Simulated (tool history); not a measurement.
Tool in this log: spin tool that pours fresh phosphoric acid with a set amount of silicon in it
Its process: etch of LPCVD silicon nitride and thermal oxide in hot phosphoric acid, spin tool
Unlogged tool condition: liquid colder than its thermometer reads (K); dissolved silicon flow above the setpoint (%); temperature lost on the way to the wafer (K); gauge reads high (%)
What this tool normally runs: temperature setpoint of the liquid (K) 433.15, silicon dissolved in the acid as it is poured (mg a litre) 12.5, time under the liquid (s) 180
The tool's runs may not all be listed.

run    hour  temperature setpoint of the liquid (K)  silicon dissolved in the acid as it is poured (mg a litre)  time under the liquid (s)  wafers since the last listed run  hours since the thermometer was replaced  hours since the dissolved silicon flow meter was replaced  hours since the heated supply line was repaired  hours since the gauge calibration  read-back film thickness of the LPCVD silicon nitride reference wafer, read on the same gauge (nm)  read-back film thickness of the thermal oxide reference wafer, read on the same gauge (nm)  thickness taken off the LPCVD silicon nitride on a monitor wafer (angstrom)  thickness taken off the thermal oxide on a monitor wafer (angstrom)
  1     0.0                                  433.15                                                        14.5                        180                                 0                                    1287.3                                                     1149.5                                            862.0                             1568.7                                                                                              100.01                                                                                      69.992                                                                        157.3                                                                 2.62
  2   107.6                                  433.15                                                        14.5                        180                               445                                    1394.9                                                     1257.1                                            969.6                             1676.3                                                                                              100.00                                                                                      69.985                                                                        157.4                                                                 2.34
      147.1  -- gauge calibrated
  3   215.4                                  433.15                                                        12.5                        240                               445                                    1502.7                                                     1364.9                                           1077.4                               68.3                                                                                              100.00                                                                                      70.024                                                                        208.0                                                                 3.46
  4   279.6                                  433.15                                                        12.5                        240                               265                                    1566.9                                                     1429.1                                           1141.6                              132.5                                                                                               99.99                                                                                      69.991                                                                        208.1                                                                 3.86
  5   330.5                                  433.15                                                        12.5                        240                               210                                    1617.8                                                     1480.0                                           1192.5                              183.4                                                                                               99.98                                                                                      69.985                                                                        208.2                                                                 3.28
  6   395.5                                  433.15                                                        12.5                        180                               268                                    1682.8                                                     1545.0                                           1257.5                              248.4                                                                                              100.03                                                                                      69.995                                                                        155.2                                                                 2.84
  7   502.7                                  433.15                                                        12.5                        180                               443                                    1790.0                                                     1652.2                                           1364.7                              355.6                                                                                              100.00                                                                                      70.009                                                                        152.6                                                                 2.18
  8   540.5                                  433.15                                                        20.0                        180                               156                                    1827.8                                                     1690.0                                           1402.5                              393.4                                                                                              100.00                                                                                      69.985                                                                        152.7                                                                 2.12
  9   580.4                                  433.15                                                        12.5                        180                               165                                    1867.7                                                     1729.9                                           1442.4                              433.3                                                                                              100.02                                                                                      69.991                                                                        152.0                                                                 2.15
 10   630.7                                  434.15                                                         9.5                        280                               208                                    1918.0                                                     1780.2                                           1492.7                              483.6                                                                                              100.00                                                                                      69.969                                                                        242.8                                                                 4.30
 11   709.5                                  430.65                                                        12.5                        150                               325                                    1996.8                                                     1859.0                                           1571.5                              562.4                                                                                              100.02                                                                                      70.026                                                                        113.3                                                                 1.95
 12   794.7                                  432.15                                                        12.5                        265                               352                                    2082.0                                                     1944.2                                           1656.7                              647.6                                                                                               99.96                                                                                      70.002                                                                        214.2                                                                 2.96
 13   898.1                                  430.65                                                         8.5                        280                               427                                    2185.4                                                     2047.6                                           1760.1                              751.0                                                                                               99.97                                                                                      70.005                                                                        207.4                                                                 3.47
      912.5  -- thermometer replaced
      961.6  -- heated supply line repaired
 14   999.1                                  433.15                                                        12.5                        180                               409                                      86.6                                                     2148.6                                             37.5                              852.0                                                                                               99.99                                                                                      70.003                                                                        172.9                                                                 2.95
 15  1089.7                                  431.15                                                         8.0                         90                               374                                     177.2                                                     2239.2                                            128.1                              942.6                                                                                              100.03                                                                                      69.969                                                                         79.3                                                                 1.31
     1117.8  -- dissolved silicon flow meter replaced
 16  1148.4                                  433.15                                                        12.5                        250                               238                                     235.9                                                       30.6                                            186.8                             1001.3                                                                                               99.99                                                                                      69.975                                                                        235.5                                                                 4.44
 17  1211.8                                  432.15                                                        19.0                        210                               262                                     299.3                                                       94.0                                            250.2                             1064.7                                                                                              100.01                                                                                      69.969                                                                        188.9                                                                 3.40
 18  1259.4                                  433.15                                                        15.5                        180                               196                                     346.9                                                      141.6                                            297.8                             1112.3                                                                                              100.01                                                                                      70.006                                                                        169.2                                                                 3.15
 19  1341.1                                  434.65                                                        18.0                        120                               337                                     428.6                                                      223.3                                            379.5                             1194.0                                                                                               99.99                                                                                      70.025                                                                        117.3                                                                 1.90
 20  1383.8                                  433.15                                                        12.5                        180                               176                                     471.3                                                      266.0                                            422.2                             1236.7                                                                                               99.97                                                                                      69.985                                                                        167.1                                                                 2.90
 21  1477.4                                  434.15                                                         9.5                        280                               387                                     564.9                                                      359.6                                            515.8                             1330.3                                                                                              100.01                                                                                      69.973                                                                        266.8                                                                 4.98
 22  1526.9                                  432.15                                                        12.5                        180                               204                                     614.4                                                      409.1                                            565.3                             1379.8                                                                                              100.00                                                                                      70.004                                                                        158.6                                                                 2.50
 23  1592.5                                  433.15                                                        12.5                        260                               271                                     680.0                                                      474.7                                            630.9                             1445.4                                                                                              100.01                                                                                      69.993                                                                        238.6                                                                 4.01

The same runs without the tool's hidden state, with the same run-to-run variation:
run  thickness taken off the LPCVD silicon nitride on a monitor wafer (angstrom)  thickness taken off the thermal oxide on a monitor wafer (angstrom)
  1                                                                        170.8                                                                 3.14
  2                                                                        172.3                                                                 2.86
  3                                                                        229.5                                                                 4.29
  4                                                                        230.7                                                                 4.84
  5                                                                        231.6                                                                 4.14
  6                                                                        173.5                                                                 3.63
  7                                                                        172.0                                                                 2.84
  8                                                                        172.5                                                                 2.77
  9                                                                        172.2                                                                 2.84
 10                                                                        276.0                                                                 5.71
 11                                                                        132.6                                                                 2.57
 12                                                                        246.8                                                                 4.05
 13                                                                        248.0                                                                 4.69
 14                                                                        173.9                                                                 2.99
 15                                                                         80.3                                                                 1.35
 16                                                                        239.3                                                                 4.60
 17                                                                        192.9                                                                 3.56
 18                                                                        173.3                                                                 3.32
 19                                                                        120.9                                                                 2.03
 20                                                                        172.8                                                                 3.12
 21                                                                        277.8                                                                 5.44
 22                                                                        165.8                                                                 2.76
 23                                                                        250.6                                                                 4.47
